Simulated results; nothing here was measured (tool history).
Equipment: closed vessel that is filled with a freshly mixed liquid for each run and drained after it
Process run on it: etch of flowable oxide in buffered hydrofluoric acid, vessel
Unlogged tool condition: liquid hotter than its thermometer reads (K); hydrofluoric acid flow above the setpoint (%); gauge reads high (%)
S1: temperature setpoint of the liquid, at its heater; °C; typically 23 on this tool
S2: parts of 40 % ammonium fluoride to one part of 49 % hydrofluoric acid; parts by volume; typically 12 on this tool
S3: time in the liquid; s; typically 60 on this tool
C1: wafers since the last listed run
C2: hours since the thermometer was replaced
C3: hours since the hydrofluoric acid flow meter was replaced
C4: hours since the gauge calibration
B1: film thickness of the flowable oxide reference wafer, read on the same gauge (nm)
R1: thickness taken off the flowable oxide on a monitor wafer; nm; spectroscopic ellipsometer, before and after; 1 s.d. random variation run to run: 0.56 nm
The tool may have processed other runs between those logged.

run 1 hour=0 | S1=23 S2=16 S3=35 | C1=0 C2=149.1 C3=876.9 C4=428.5 | B1=80 | R1=69.56
run 2 hour=286 | S1=23 S2=16 S3=35 | C1=18458 C2=435.1 C3=1162.9 C4=714.5 | B1=80.03 | R1=71.31
run 3 hour=355.9 | S1=23 S2=16 S3=35 | C1=4511 C2=505 C3=1232.8 C4=784.4 | B1=79.99 | R1=70.52
run 4 hour=419.4 | S1=21.5 S2=12 S3=60 | C1=4098 C2=568.5 C3=1296.3 C4=847.9 | B1=79.98 | R1=148.64
run 5 hour=467 | S1=21.5 S2=12 S3=60 | C1=3072 C2=616.1 C3=1343.9 C4=895.5 | B1=79.99 | R1=149.74
-- hour=503.7 thermometer replaced
run 6 hour=518.5 | S1=23 S2=12 S3=60 | C1=3259 C2=14.8 C3=1395.4 C4=947 | B1=79.99 | R1=166.77
run 7 hour=567.7 | S1=23 S2=12 S3=60 | C1=3175 C2=64 C3=1444.6 C4=996.2 | B1=80.03 | R1=167.5
run 8 hour=640.8 | S1=23 S2=12 S3=80 | C1=4717 C2=137.1 C3=1517.7 C4=1069.3 | B1=79.99 | R1=223.1
-- hour=658.6 hydrofluoric acid flow meter replaced
run 9 hour=717.7 | S1=23 S2=12 S3=80 | C1=4898 C2=214 C3=59.1 C4=1146.2 | B1=79.99 | R1=225.96
-- hour=788.2 thermometer replaced, repeated, since the last time left the tool worse
run 10 hour=825.2 | S1=23 S2=12 S3=80 | C1=6873 C2=37 C3=166.6 C4=1253.7 | B1=80.01 | R1=211.17
-- hour=915.6 gauge calibrated
run 11 hour=932.4 | S1=22 S2=12 S3=40 | C1=6918 C2=144.2 C3=273.8 C4=16.8 | B1=79.98 | R1=100.59
run 12 hour=1039.2 | S1=23 S2=12 S3=60 | C1=6893 C2=251 C3=380.6 C4=123.6 | B1=79.99 | R1=161.09
run 13 hour=1079 | S1=18.5 S2=10.5 S3=60 | C1=2568 C2=290.8 C3=420.4 C4=163.4 | B1=80.01 | R1=142.06
run 14 hour=1128.8 | S1=23 S2=9 S3=85 | C1=3214 C2=340.6 C3=470.2 C4=213.2 | B1=80.01 | R1=289.73
run 15 hour=1184.4 | S1=19 S2=16 S3=80 | C1=3588 C2=396.2 C3=525.8 C4=268.8 | B1=79.99 | R1=129.32
run 16 hour=1223.2 | S1=26 S2=16.5 S3=60 | C1=2504 C2=435 C3=564.6 C4=307.6 | B1=80 | R1=139.46
run 17 hour=1267.8 | S1=23 S2=12 S3=80 | C1=2878 C2=479.6 C3=609.2 C4=352.2 | B1=80 | R1=216.73
run 18 hour=1330.7 | S1=27.5 S2=16.5 S3=30 | C1=4059 C2=542.5 C3=672.1 C4=415.1 | B1=79.99 | R1=75.76
run 19 hour=1426.6 | S1=23 S2=12 S3=60 | C1=6189 C2=638.4 C3=768 C4=511 | B1=80 | R1=163.82
-- hour=1460.4 thermometer replaced
run 20 hour=1506.4 | S1=23 S2=12 S3=60 | C1=5085 C2=46 C3=847.8 C4=590.8 | B1=80.04 | R1=158.71
run 21 hour=1567.7 | S1=23 S2=8 S3=60 | C1=3956 C2=107.3 C3=909.1 C4=652.1 | B1=79.98 | R1=231.17
run 22 hour=1626.9 | S1=19 S2=12 S3=85 | C1=3820 C2=166.5 C3=968.3 C4=711.3 | B1=80.01 | R1=181.56

4 ways to go on from here, each from the tool as it stands after run 22. What would each give?
run A hour=1627.6 | S1=23 S2=12 S3=60 | C1=45 C2=167.2 C3=969 C4=712 | B1=? | R1=?
run B hour=1627.6 | S1=27 S2=9.5 S3=60 | C1=45 C2=167.2 C3=969 C4=712 | B1=? | R1=?
run C hour=1627.6 | S1=26 S2=12 S3=60 | C1=45 C2=167.2 C3=969 C4=712 | B1=? | R1=?
run D hour=1627.6 | S1=23 S2=10.5 S3=35 | C1=45 C2=167.2 C3=969 C4=712 | B1=? | R1=?

run=A B1=80.04 R1=160.23
run=B B1=80.04 R1=245.44
run=C B1=80.04 R1=188.59
run=D B1=80.04 R1=106.47
Without the tool's unlogged condition, the same runs would have read:
run=A R1=158.74
run=B R1=243.22
run=C R1=186.87
run=D R1=105.49
